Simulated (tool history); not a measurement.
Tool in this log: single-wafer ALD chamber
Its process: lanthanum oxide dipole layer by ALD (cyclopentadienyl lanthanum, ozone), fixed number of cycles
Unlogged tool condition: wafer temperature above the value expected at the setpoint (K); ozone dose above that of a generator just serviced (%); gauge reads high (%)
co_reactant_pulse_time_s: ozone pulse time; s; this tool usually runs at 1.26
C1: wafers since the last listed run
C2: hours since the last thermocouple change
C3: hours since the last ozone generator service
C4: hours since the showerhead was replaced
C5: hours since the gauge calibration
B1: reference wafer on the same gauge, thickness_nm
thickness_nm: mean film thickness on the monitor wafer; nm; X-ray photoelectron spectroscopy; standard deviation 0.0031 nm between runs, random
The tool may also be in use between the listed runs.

run 1 hour=0 | co_reactant_pulse_time_s=1.56 | C1=0 C2=1410.5 C3=727.4 C4=6131.5 C5=490.6 | B1=0.691 | thickness_nm=0.599
run 2 hour=35.8 | co_reactant_pulse_time_s=1.26 | C1=447 C2=1446.3 C3=763.2 C4=6167.3 C5=526.4 | B1=0.691 | thickness_nm=0.553
run 3 hour=74.1 | co_reactant_pulse_time_s=1.26 | C1=479 C2=1484.6 C3=801.5 C4=6205.6 C5=564.7 | B1=0.692 | thickness_nm=0.553
run 4 hour=113.8 | co_reactant_pulse_time_s=1.26 | C1=496 C2=1524.3 C3=841.2 C4=6245.3 C5=604.4 | B1=0.691 | thickness_nm=0.555
run 5 hour=139.1 | co_reactant_pulse_time_s=1.26 | C1=316 C2=1549.6 C3=866.5 C4=6270.6 C5=629.7 | B1=0.691 | thickness_nm=0.55
run 6 hour=195.5 | co_reactant_pulse_time_s=1.26 | C1=705 C2=1606 C3=922.9 C4=6327 C5=686.1 | B1=0.69 | thickness_nm=0.548
run 7 hour=240.1 | co_reactant_pulse_time_s=1.26 | C1=557 C2=1650.6 C3=967.5 C4=6371.6 C5=730.7 | B1=0.691 | thickness_nm=0.553
run 8 hour=290.1 | co_reactant_pulse_time_s=1.54 | C1=625 C2=1700.6 C3=1017.5 C4=6421.6 C5=780.7 | B1=0.691 | thickness_nm=0.591
-- hour=302.8 ozone generator serviced
run 9 hour=334.4 | co_reactant_pulse_time_s=1.54 | C1=453 C2=1744.9 C3=31.6 C4=6465.9 C5=825 | B1=0.69 | thickness_nm=0.607
run 10 hour=372.8 | co_reactant_pulse_time_s=1.54 | C1=480 C2=1783.3 C3=70 C4=6504.3 C5=863.4 | B1=0.69 | thickness_nm=0.603
run 11 hour=398.6 | co_reactant_pulse_time_s=1.26 | C1=322 C2=1809.1 C3=95.8 C4=6530.1 C5=889.2 | B1=0.691 | thickness_nm=0.579
run 12 hour=428.2 | co_reactant_pulse_time_s=1.26 | C1=370 C2=1838.7 C3=125.4 C4=6559.7 C5=918.8 | B1=0.69 | thickness_nm=0.57
run 13 hour=468.7 | co_reactant_pulse_time_s=1.26 | C1=506 C2=1879.2 C3=165.9 C4=6600.2 C5=959.3 | B1=0.692 | thickness_nm=0.57
run 14 hour=508.1 | co_reactant_pulse_time_s=1.26 | C1=492 C2=1918.6 C3=205.3 C4=6639.6 C5=998.7 | B1=0.692 | thickness_nm=0.562
run 15 hour=561.8 | co_reactant_pulse_time_s=1.15 | C1=671 C2=1972.3 C3=259 C4=6693.3 C5=1052.4 | B1=0.691 | thickness_nm=0.549
run 16 hour=665.4 | co_reactant_pulse_time_s=1.26 | C1=1295 C2=2075.9 C3=362.6 C4=6796.9 C5=1156 | B1=0.689 | thickness_nm=0.563
run 17 hour=706.1 | co_reactant_pulse_time_s=1.7 | C1=509 C2=2116.6 C3=403.3 C4=6837.6 C5=1196.7 | B1=0.691 | thickness_nm=0.606
run 18 hour=746.9 | co_reactant_pulse_time_s=1.26 | C1=510 C2=2157.4 C3=444.1 C4=6878.4 C5=1237.5 | B1=0.691 | thickness_nm=0.558
run 19 hour=773.6 | co_reactant_pulse_time_s=1.04 | C1=333 C2=2184.1 C3=470.8 C4=6905.1 C5=1264.2 | B1=0.691 | thickness_nm=0.515
run 20 hour=828.8 | co_reactant_pulse_time_s=1.44 | C1=690 C2=2239.3 C3=526 C4=6960.3 C5=1319.4 | B1=0.691 | thickness_nm=0.588
-- hour=907.1 gauge calibrated
run 21 hour=931.2 | co_reactant_pulse_time_s=1.26 | C1=1280 C2=2341.7 C3=628.4 C4=7062.7 C5=24.1 | B1=0.691 | thickness_nm=0.558
-- hour=978.9 thermocouple changed; heater temperature recalibrated
run 22 hour=979.4 | co_reactant_pulse_time_s=1.61 | C1=502 C2=0.5 C3=676.6 C4=7110.9 C5=72.3 | B1=0.691 | thickness_nm=0.598
run 23 hour=1017.3 | co_reactant_pulse_time_s=1.71 | C1=474 C2=38.4 C3=714.5 C4=7148.8 C5=110.2 | B1=0.692 | thickness_nm=0.605
run 24 hour=1073 | co_reactant_pulse_time_s=1.72 | C1=696 C2=94.1 C3=770.2 C4=7204.5 C5=165.9 | B1=0.692 | thickness_nm=0.601
-- hour=1107.4 showerhead replaced, of another model than before
run 25 hour=1122.3 | co_reactant_pulse_time_s=1.01 | C1=516 C2=143.4 C3=819.5 C4=14.9 C5=215.2 | B1=0.692 | thickness_nm=0.546
-- hour=1137.2 ozone generator serviced
run 26 hour=1148 | co_reactant_pulse_time_s=1.26 | C1=221 C2=169.1 C3=10.8 C4=40.6 C5=240.9 | B1=0.691 | thickness_nm=0.581
run 27 hour=1182.4 | co_reactant_pulse_time_s=1.26 | C1=430 C2=203.5 C3=45.2 C4=75 C5=275.3 | B1=0.692 | thickness_nm=0.584
run 28 hour=1244.6 | co_reactant_pulse_time_s=0.8 | C1=777 C2=265.7 C3=107.4 C4=137.2 C5=337.5 | B1=0.691 | thickness_nm=0.522
run 29 hour=1305.7 | co_reactant_pulse_time_s=1.74 | C1=764 C2=326.8 C3=168.5 C4=198.3 C5=398.6 | B1=0.691 | thickness_nm=0.609
run 30 hour=1330.4 | co_reactant_pulse_time_s=1.44 | C1=308 C2=351.5 C3=193.2 C4=223 C5=423.3 | B1=0.691 | thickness_nm=0.587
run 31 hour=1394.3 | co_reactant_pulse_time_s=1.09 | C1=799 C2=415.4 C3=257.1 C4=286.9 C5=487.2 | B1=0.691 | thickness_nm=0.558
run 32 hour=1450.3 | co_reactant_pulse_time_s=1.69 | C1=700 C2=471.4 C3=313.1 C4=342.9 C5=543.2 | B1=0.691 | thickness_nm=0.599
run 33 hour=1603.7 | co_reactant_pulse_time_s=0.97 | C1=1918 C2=624.8 C3=466.5 C4=496.3 C5=696.6 | B1=0.691 | thickness_nm=0.537
run 34 hour=1650.3 | co_reactant_pulse_time_s=1.58 | C1=582 C2=671.4 C3=513.1 C4=542.9 C5=743.2 | B1=0.69 | thickness_nm=0.592
run 35 hour=1704 | co_reactant_pulse_time_s=0.77 | C1=671 C2=725.1 C3=566.8 C4=596.6 C5=796.9 | B1=0.691 | thickness_nm=0.513

Take each entry between the runs: how does the hidden state at the last listed run before it differ from the hidden state at the first listed run after it?
After run 8, before run 9: ozone generator serviced (hour 302.8)
  ozone dose above that of a generator just serviced (%): -14.8 -> -2.44
  what was measured, less what the result would be without the hidden state, thickness_nm: -0.022 -> -0.002 nm
After run 20, before run 21: gauge calibrated (hour 907.1)
  ozone dose above that of a generator just serviced (%): -12.5 -> -13.2
  what was measured, less what the result would be without the hidden state, thickness_nm: -0.02 -> -0.028 nm
After run 21, before run 22: thermocouple changed; heater temperature recalibrated (hour 978.9)
  ozone dose above that of a generator just serviced (%): -13.2 -> -13.4
  what was measured, less what the result would be without the hidden state, thickness_nm: -0.028 -> -0.017 nm
After run 24, before run 25: showerhead replaced, of another model than before (hour 1107.4)
  ozone dose above that of a generator just serviced (%): -13.8 -> -14
  what was measured, less what the result would be without the hidden state, thickness_nm: -0.015 -> -0.018 nm
After run 25, before run 26: ozone generator serviced (hour 1137.2)
  ozone dose above that of a generator just serviced (%): -14 -> -1.2
  what was measured, less what the result would be without the hidden state, thickness_nm: -0.018 -> -0.001 nm
